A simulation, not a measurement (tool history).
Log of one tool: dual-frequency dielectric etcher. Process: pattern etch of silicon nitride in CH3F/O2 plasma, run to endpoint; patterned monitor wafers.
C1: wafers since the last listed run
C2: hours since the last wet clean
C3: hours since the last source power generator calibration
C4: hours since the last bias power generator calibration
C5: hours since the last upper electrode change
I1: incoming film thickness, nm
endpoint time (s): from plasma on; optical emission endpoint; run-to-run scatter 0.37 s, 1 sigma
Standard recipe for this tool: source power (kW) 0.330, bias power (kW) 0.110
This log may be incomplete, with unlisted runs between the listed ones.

{"run": 1, "day": 0.0, "source power (kW)": 0.33, "bias power (kW)": 0.11, "C1": 0, "C2": 324.8, "C3": 726.3, "C4": 3375.5, "C5": 3426.4, "I1": 76.5, "endpoint time (s)": 72.4}
{"run": 2, "day": 3.225, "source power (kW)": 0.33, "bias power (kW)": 0.088, "C1": 566, "C2": 402.2, "C3": 803.7, "C4": 3452.9, "C5": 3503.8, "I1": 75.4, "endpoint time (s)": 77.0}
{"run": 3, "day": 5.125, "source power (kW)": 0.33, "bias power (kW)": 0.088, "C1": 333, "C2": 447.8, "C3": 849.3, "C4": 3498.5, "C5": 3549.4, "I1": 75.6, "endpoint time (s)": 76.8}
{"run": 4, "day": 8.283, "source power (kW)": 0.33, "bias power (kW)": 0.11, "C1": 555, "C2": 523.6, "C3": 925.1, "C4": 3574.3, "C5": 3625.2, "I1": 75.0, "endpoint time (s)": 70.9}
{"run": 5, "day": 12.083, "source power (kW)": 0.33, "bias power (kW)": 0.092, "C1": 667, "C2": 614.8, "C3": 1016.3, "C4": 3665.5, "C5": 3716.4, "I1": 75.3, "endpoint time (s)": 75.4}
{"day": 13.371, "done": "wet clean of the chamber"}
{"run": 6, "day": 14.229, "source power (kW)": 0.33, "bias power (kW)": 0.092, "C1": 201, "C2": 20.6, "C3": 1067.8, "C4": 3717.0, "C5": 3767.9, "I1": 75.8, "endpoint time (s)": 77.0}
{"run": 7, "day": 15.9, "source power (kW)": 0.33, "bias power (kW)": 0.132, "C1": 293, "C2": 60.7, "C3": 1107.9, "C4": 3757.1, "C5": 3808.0, "I1": 75.4, "endpoint time (s)": 68.2}
{"run": 8, "day": 17.879, "source power (kW)": 0.33, "bias power (kW)": 0.132, "C1": 347, "C2": 108.2, "C3": 1155.4, "C4": 3804.6, "C5": 3855.5, "I1": 75.9, "endpoint time (s)": 68.5}
{"run": 9, "day": 20.954, "source power (kW)": 0.39, "bias power (kW)": 0.131, "C1": 540, "C2": 182.0, "C3": 1229.2, "C4": 3878.4, "C5": 3929.3, "I1": 75.6, "endpoint time (s)": 64.8}
{"run": 10, "day": 23.283, "source power (kW)": 0.33, "bias power (kW)": 0.11, "C1": 409, "C2": 237.9, "C3": 1285.1, "C4": 3934.3, "C5": 3985.2, "I1": 75.7, "endpoint time (s)": 73.0}
{"run": 11, "day": 27.267, "source power (kW)": 0.33, "bias power (kW)": 0.11, "C1": 699, "C2": 333.5, "C3": 1380.7, "C4": 4029.9, "C5": 4080.8, "I1": 76.4, "endpoint time (s)": 72.3}
{"day": 30.258, "done": "upper electrode replaced"}
{"run": 12, "day": 31.038, "source power (kW)": 0.33, "bias power (kW)": 0.11, "C1": 486, "C2": 424.0, "C3": 1471.2, "C4": 4120.4, "C5": 18.7, "I1": 75.6, "endpoint time (s)": 71.6}
{"run": 13, "day": 32.879, "source power (kW)": 0.33, "bias power (kW)": 0.119, "C1": 323, "C2": 468.2, "C3": 1515.4, "C4": 4164.6, "C5": 62.9, "I1": 75.9, "endpoint time (s)": 70.7}
{"day": 38.888, "done": "wet clean of the chamber"}
{"run": 14, "day": 40.804, "source power (kW)": 0.28, "bias power (kW)": 0.11, "C1": 1216, "C2": 46.0, "C3": 1705.6, "C4": 4354.8, "C5": 253.1, "I1": 75.0, "endpoint time (s)": 76.2}
{"day": 43.058, "done": "source power generator calibrated"}
{"run": 15, "day": 44.146, "source power (kW)": 0.3, "bias power (kW)": 0.11, "C1": 557, "C2": 126.2, "C3": 26.1, "C4": 4435.0, "C5": 333.3, "I1": 76.0, "endpoint time (s)": 74.9}
{"run": 16, "day": 55.467, "source power (kW)": 0.37, "bias power (kW)": 0.091, "C1": 1989, "C2": 397.9, "C3": 297.8, "C4": 4706.7, "C5": 605.0, "I1": 75.1, "endpoint time (s)": 72.6}
{"day": 56.9, "done": "bias power generator calibrated"}
{"run": 17, "day": 58.933, "source power (kW)": 0.33, "bias power (kW)": 0.11, "C1": 579, "C2": 481.1, "C3": 381.0, "C4": 48.8, "C5": 688.2, "I1": 75.6, "endpoint time (s)": 71.7}
{"run": 18, "day": 63.288, "source power (kW)": 0.36, "bias power (kW)": 0.134, "C1": 765, "C2": 585.6, "C3": 485.5, "C4": 153.3, "C5": 792.7, "I1": 75.2, "endpoint time (s)": 64.9}
{"day": 67.125, "done": "wet clean of the chamber"}
{"run": 19, "day": 67.146, "source power (kW)": 0.3, "bias power (kW)": 0.118, "C1": 502, "C2": 0.5, "C3": 578.1, "C4": 245.9, "C5": 885.3, "I1": 75.7, "endpoint time (s)": 73.7}
{"run": 20, "day": 70.812, "source power (kW)": 0.37, "bias power (kW)": 0.124, "C1": 644, "C2": 88.5, "C3": 666.1, "C4": 333.9, "C5": 973.3, "I1": 75.4, "endpoint time (s)": 67.3}
{"run": 21, "day": 72.888, "source power (kW)": 0.33, "bias power (kW)": 0.13, "C1": 364, "C2": 138.3, "C3": 715.9, "C4": 383.7, "C5": 1023.1, "I1": 75.4, "endpoint time (s)": 68.8}
{"run": 22, "day": 80.25, "source power (kW)": 0.28, "bias power (kW)": 0.133, "C1": 1293, "C2": 315.0, "C3": 892.6, "C4": 560.4, "C5": 1199.8, "I1": 74.7, "endpoint time (s)": 71.3}
{"run": 23, "day": 87.046, "source power (kW)": 0.33, "bias power (kW)": 0.11, "C1": 1194, "C2": 478.1, "C3": 1055.7, "C4": 723.5, "C5": 1362.9, "I1": 75.4, "endpoint time (s)": 71.5}
{"run": 24, "day": 88.929, "source power (kW)": 0.28, "bias power (kW)": 0.088, "C1": 330, "C2": 523.3, "C3": 1100.9, "C4": 768.7, "C5": 1408.1, "I1": 75.5, "endpoint time (s)": 80.0}
{"run": 25, "day": 91.846, "source power (kW)": 0.33, "bias power (kW)": 0.11, "C1": 512, "C2": 593.3, "C3": 1170.9, "C4": 838.7, "C5": 1478.1, "I1": 75.3, "endpoint time (s)": 70.6}
{"day": 94.296, "done": "wet clean of the chamber"}
{"run": 26, "day": 94.317, "source power (kW)": 0.33, "bias power (kW)": 0.11, "C1": 258, "C2": 0.5, "C3": 1230.2, "C4": 898.0, "C5": 1537.4, "I1": 75.8, "endpoint time (s)": 72.7}
{"run": 27, "day": 97.788, "source power (kW)": 0.33, "bias power (kW)": 0.11, "C1": 609, "C2": 83.8, "C3": 1313.5, "C4": 981.3, "C5": 1620.7, "I1": 75.8, "endpoint time (s)": 72.7}
{"run": 28, "day": 100.071, "source power (kW)": 0.27, "bias power (kW)": 0.122, "C1": 401, "C2": 138.6, "C3": 1368.3, "C4": 1036.1, "C5": 1675.5, "I1": 74.9, "endpoint time (s)": 73.6}
{"run": 29, "day": 104.125, "source power (kW)": 0.25, "bias power (kW)": 0.11, "C1": 712, "C2": 235.9, "C3": 1465.6, "C4": 1133.4, "C5": 1772.8, "I1": 76.3, "endpoint time (s)": 80.0}
{"run": 30, "day": 106.438, "source power (kW)": 0.29, "bias power (kW)": 0.083, "C1": 406, "C2": 291.4, "C3": 1521.1, "C4": 1188.9, "C5": 1828.3, "I1": 75.6, "endpoint time (s)": 82.4}
{"run": 31, "day": 109.675, "source power (kW)": 0.33, "bias power (kW)": 0.11, "C1": 568, "C2": 369.1, "C3": 1598.8, "C4": 1266.6, "C5": 1906.0, "I1": 75.5, "endpoint time (s)": 71.5}
{"run": 32, "day": 111.862, "source power (kW)": 0.33, "bias power (kW)": 0.11, "C1": 384, "C2": 421.6, "C3": 1651.3, "C4": 1319.1, "C5": 1958.5, "I1": 75.9, "endpoint time (s)": 72.4}
{"run": 33, "day": 114.771, "source power (kW)": 0.37, "bias power (kW)": 0.117, "C1": 511, "C2": 491.4, "C3": 1721.1, "C4": 1388.9, "C5": 2028.3, "I1": 74.7, "endpoint time (s)": 66.6}
{"run": 34, "day": 118.275, "source power (kW)": 0.3, "bias power (kW)": 0.094, "C1": 615, "C2": 575.5, "C3": 1805.2, "C4": 1473.0, "C5": 2112.4, "I1": 75.6, "endpoint time (s)": 76.8}
{"day": 118.567, "done": "source power generator calibrated"}
{"run": 35, "day": 122.654, "source power (kW)": 0.33, "bias power (kW)": 0.11, "C1": 740, "C2": 680.6, "C3": 98.1, "C4": 1578.1, "C5": 2217.5, "I1": 75.6, "endpoint time (s)": 70.9}

Hidden condition of the tool, last listed run before each entry between runs versus first listed run after:
Run 5 -> run 6: wet clean of the chamber (day 13.371)
  etch rate over this chamber's usual, %: 2.05 -> 0.479
  measured less the result without the state, endpoint time (s): -1.5 -> -0.4
Run 11 -> run 12: upper electrode replaced (day 30.258)
  etch rate over this chamber's usual, %: 1.65 -> 1.98
  measured less the result without the state, endpoint time (s): -1.2 -> -1.4
Run 13 -> run 14: wet clean of the chamber (day 38.888)
  etch rate over this chamber's usual, %: 2.15 -> 0.331
  measured less the result without the state, endpoint time (s): -1.5 -> -0.3
Run 14 -> run 15: source power generator calibrated (day 43.058)
  etch rate over this chamber's usual, %: 0.331 -> 0.631
  measured less the result without the state, endpoint time (s): -0.3 -> -0.4
Run 16 -> run 17: bias power generator calibrated (day 56.900)
  etch rate over this chamber's usual, %: 1.64 -> 1.95
  measured less the result without the state, endpoint time (s): -1.2 -> -1.4
Run 18 -> run 19: wet clean of the chamber (day 67.125)
  etch rate over this chamber's usual, %: 2.34 -> -0.137
  measured less the result without the state, endpoint time (s): -1.5 -> +0.1
Run 25 -> run 26: wet clean of the chamber (day 94.296)
  etch rate over this chamber's usual, %: 2.07 -> 0.218
  measured less the result without the state, endpoint time (s): -1.5 -> -0.1
Run 34 -> run 35: source power generator calibrated (day 118.567)
  etch rate over this chamber's usual, %: 2.36 -> 2.75
  measured less the result without the state, endpoint time (s): -1.8 -> -2.0
